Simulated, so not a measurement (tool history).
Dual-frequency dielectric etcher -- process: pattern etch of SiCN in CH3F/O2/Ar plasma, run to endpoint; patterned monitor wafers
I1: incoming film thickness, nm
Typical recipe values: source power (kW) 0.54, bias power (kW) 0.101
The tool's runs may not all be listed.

{"run": 1, "hour": 0.0, "source power (kW)": 0.54, "bias power (kW)": 0.115, "I1": 6.66, "endpoint time (s)": 13.5}
{"run": 2, "hour": 54.0, "source power (kW)": 0.54, "bias power (kW)": 0.115, "I1": 6.63, "endpoint time (s)": 13.3}
{"run": 3, "hour": 90.0, "source power (kW)": 0.54, "bias power (kW)": 0.115, "I1": 6.66, "endpoint time (s)": 13.4}
{"run": 4, "hour": 114.2, "source power (kW)": 0.54, "bias power (kW)": 0.085, "I1": 6.72, "endpoint time (s)": 14.6}
{"run": 5, "hour": 147.5, "source power (kW)": 0.54, "bias power (kW)": 0.101, "I1": 6.69, "endpoint time (s)": 13.9}
{"hour": 179.4, "done": "wet clean of the chamber"}
{"run": 6, "hour": 245.9, "source power (kW)": 0.54, "bias power (kW)": 0.101, "I1": 6.7, "endpoint time (s)": 15.2}
{"hour": 369.2, "done": "wet clean of the chamber, repeated, since the last time left the tool worse"}
{"run": 7, "hour": 369.7, "source power (kW)": 0.54, "bias power (kW)": 0.101, "I1": 6.68, "endpoint time (s)": 14.2}
{"run": 8, "hour": 492.8, "source power (kW)": 0.54, "bias power (kW)": 0.093, "I1": 6.74, "endpoint time (s)": 14.8}
{"hour": 538.4, "done": "bias power generator calibrated"}
{"hour": 564.9, "done": "upper electrode replaced"}
{"run": 9, "hour": 565.4, "source power (kW)": 0.4, "bias power (kW)": 0.12, "I1": 6.66, "endpoint time (s)": 16.1}
{"run": 10, "hour": 625.3, "source power (kW)": 0.54, "bias power (kW)": 0.101, "I1": 6.66, "endpoint time (s)": 14}
{"hour": 636.1, "done": "source power generator calibrated"}
{"run": 11, "hour": 672.1, "source power (kW)": 0.54, "bias power (kW)": 0.094, "I1": 6.69, "endpoint time (s)": 14.4}
{"hour": 878.4, "done": "wet clean of the chamber"}
{"run": 12, "hour": 885.8, "source power (kW)": 0.62, "bias power (kW)": 0.101, "I1": 6.74, "endpoint time (s)": 13.4}
{"run": 13, "hour": 939.9, "source power (kW)": 0.54, "bias power (kW)": 0.101, "I1": 6.69, "endpoint time (s)": 14.3}
{"run": 14, "hour": 1000.9, "source power (kW)": 0.54, "bias power (kW)": 0.101, "I1": 6.65, "endpoint time (s)": 14.1}
{"run": 15, "hour": 1051.9, "source power (kW)": 0.54, "bias power (kW)": 0.077, "I1": 6.69, "endpoint time (s)": 15.2}
{"run": 16, "hour": 1099.2, "source power (kW)": 0.5, "bias power (kW)": 0.117, "I1": 6.73, "endpoint time (s)": 14.2}
{"run": 17, "hour": 1134.3, "source power (kW)": 0.6, "bias power (kW)": 0.121, "I1": 6.69, "endpoint time (s)": 12.3}

3 options for the next run, each taken on its own from the tool as it stands now. Forecast them:
{"run": "A", "hour": 1134.7, "source power (kW)": 0.54, "bias power (kW)": 0.113, "I1": 6.69, "endpoint time (s)": "?"}
{"run": "B", "hour": 1134.7, "source power (kW)": 0.43, "bias power (kW)": 0.077, "I1": 6.69, "endpoint time (s)": "?"}
{"run": "C", "hour": 1134.7, "source power (kW)": 0.65, "bias power (kW)": 0.101, "I1": 6.69, "endpoint time (s)": "?"}

run=A endpoint_time_(s)=13.7
run=B endpoint_time_(s)=17.9
run=C endpoint_time_(s)=12.8
Without the tool's hidden state the same runs would have given:
run=A endpoint_time_(s)=14
run=B endpoint_time_(s)=18.4
run=C endpoint_time_(s)=13.1
